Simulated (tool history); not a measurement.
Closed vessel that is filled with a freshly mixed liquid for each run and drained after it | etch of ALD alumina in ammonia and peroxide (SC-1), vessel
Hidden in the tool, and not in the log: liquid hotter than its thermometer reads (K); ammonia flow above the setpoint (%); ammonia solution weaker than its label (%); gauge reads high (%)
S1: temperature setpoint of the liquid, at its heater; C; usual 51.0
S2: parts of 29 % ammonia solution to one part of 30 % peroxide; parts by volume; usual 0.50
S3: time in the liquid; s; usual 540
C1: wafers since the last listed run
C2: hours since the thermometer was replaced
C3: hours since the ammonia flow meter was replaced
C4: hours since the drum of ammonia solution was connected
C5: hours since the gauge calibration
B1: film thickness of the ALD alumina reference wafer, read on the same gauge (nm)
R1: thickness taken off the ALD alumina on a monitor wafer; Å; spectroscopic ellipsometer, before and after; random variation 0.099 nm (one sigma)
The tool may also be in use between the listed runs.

run,hour,S1,S2,S3,C1,C2,C3,C4,C5,B1,R1
1,0.0,51.0,0.50,540,0,1706.9,1533.9,192.7,40.9,139.94,422.0
2,17.1,51.0,0.50,540,1375,1724.0,1551.0,209.8,58.0,139.98,422.1
3,26.4,51.0,0.50,540,748,1733.3,1560.3,219.1,67.3,139.98,421.2
4,56.5,51.0,0.50,540,2421,1763.4,1590.4,249.2,97.4,139.98,421.1
5,66.7,55.5,0.50,540,820,1773.6,1600.6,259.4,107.6,139.98,535.6
6,73.7,51.0,0.50,540,563,1780.6,1607.6,266.4,114.6,140.00,420.9
7,80.2,51.0,0.35,540,522,1787.1,1614.1,272.9,121.1,140.00,406.9
8,91.2,51.0,0.50,540,884,1798.1,1625.1,283.9,132.1,140.01,423.5
# hour 92.8: new drum of ammonia solution connected
# hour 96.3: thermometer replaced
9,108.4,51.0,0.50,335,1222,12.1,1642.3,15.6,149.3,140.02,252.0
10,126.2,47.0,0.25,450,1431,29.9,1660.1,33.4,167.1,139.99,253.1
11,144.1,48.5,0.35,275,1439,47.8,1678.0,51.3,185.0,139.98,174.6
12,153.9,48.5,0.35,275,788,57.6,1687.8,61.1,194.8,139.98,174.6
13,160.9,41.5,0.50,540,563,64.6,1694.8,68.1,201.8,139.98,237.1
14,174.3,51.0,0.25,540,1077,78.0,1708.2,81.5,215.2,139.99,379.3
15,188.3,51.0,0.50,540,1126,92.0,1722.2,95.5,229.2,139.98,406.4
# hour 199.8: ammonia flow meter replaced
16,206.1,51.0,0.50,540,1351,109.8,6.3,113.3,247.0,139.97,405.5
17,220.3,51.0,0.50,540,1142,124.0,20.5,127.5,261.2,139.99,405.3
18,233.8,51.0,0.75,260,1085,137.5,34.0,141.0,274.7,140.01,202.3
19,240.5,51.0,0.50,540,538,144.2,40.7,147.7,281.4,139.97,405.3
20,257.0,51.0,0.70,345,1327,160.7,57.2,164.2,297.9,139.99,268.0
21,263.8,51.0,0.50,540,546,167.5,64.0,171.0,304.7,139.99,405.0
22,280.2,60.5,0.25,815,1319,183.9,80.4,187.4,321.1,140.01,943.8
23,291.6,43.5,0.35,735,916,195.3,91.8,198.8,332.5,140.02,350.6
24,306.7,45.5,0.35,680,1214,210.4,106.9,213.9,347.6,140.01,364.1

Run 25 comes next. What will it give?
25,319.5,51.0,0.50,540,1029,223.2,119.7,226.7,360.4,?,?

B1: 140.00
R1: 405.0 Å
Without the tool's hidden state the same run would have given R1 406.5 Å.

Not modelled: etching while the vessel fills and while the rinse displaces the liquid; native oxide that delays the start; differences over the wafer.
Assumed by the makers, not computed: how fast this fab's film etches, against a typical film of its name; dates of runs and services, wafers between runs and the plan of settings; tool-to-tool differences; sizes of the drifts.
